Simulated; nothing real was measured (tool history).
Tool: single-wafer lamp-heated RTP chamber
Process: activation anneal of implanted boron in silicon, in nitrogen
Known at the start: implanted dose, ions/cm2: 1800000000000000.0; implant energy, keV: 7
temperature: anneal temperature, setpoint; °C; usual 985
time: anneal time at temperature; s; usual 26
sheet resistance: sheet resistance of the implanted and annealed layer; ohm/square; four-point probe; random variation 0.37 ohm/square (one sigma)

run,day,temperature,time,"read-back reference wafer on the same gauge, sheet resistance",sheet resistance
1,0.000,985,37,143.89,118.49
2,1.333,985,37,143.99,118.07
3,2.000,985,37,143.85,117.82
4,2.596,1006,26,143.73,109.19
5,3.467,963,34,144.08,135.30
6,4.392,963,34,144.22,136.27
# day 4.746: reflector plate cleaned
7,4.938,985,26,143.94,125.29
8,6.354,985,26,144.24,124.36
9,7.596,1011,26,144.01,108.45
# day 8.062: gauge calibrated
10,8.638,967,26,143.95,140.00
# day 9.758: pyrometer window cleaned and pyrometer calibrated
11,9.800,1009,40,143.83,104.15

Run 12 comes next. What will it give?
12,11.046,985,26,?,?

read-back reference wafer on the same gauge, sheet resistance: 143.92
sheet resistance: 123.78 ohm/square
Without the tool's hidden state the same run would have given sheet resistance 125.13 ohm/square.
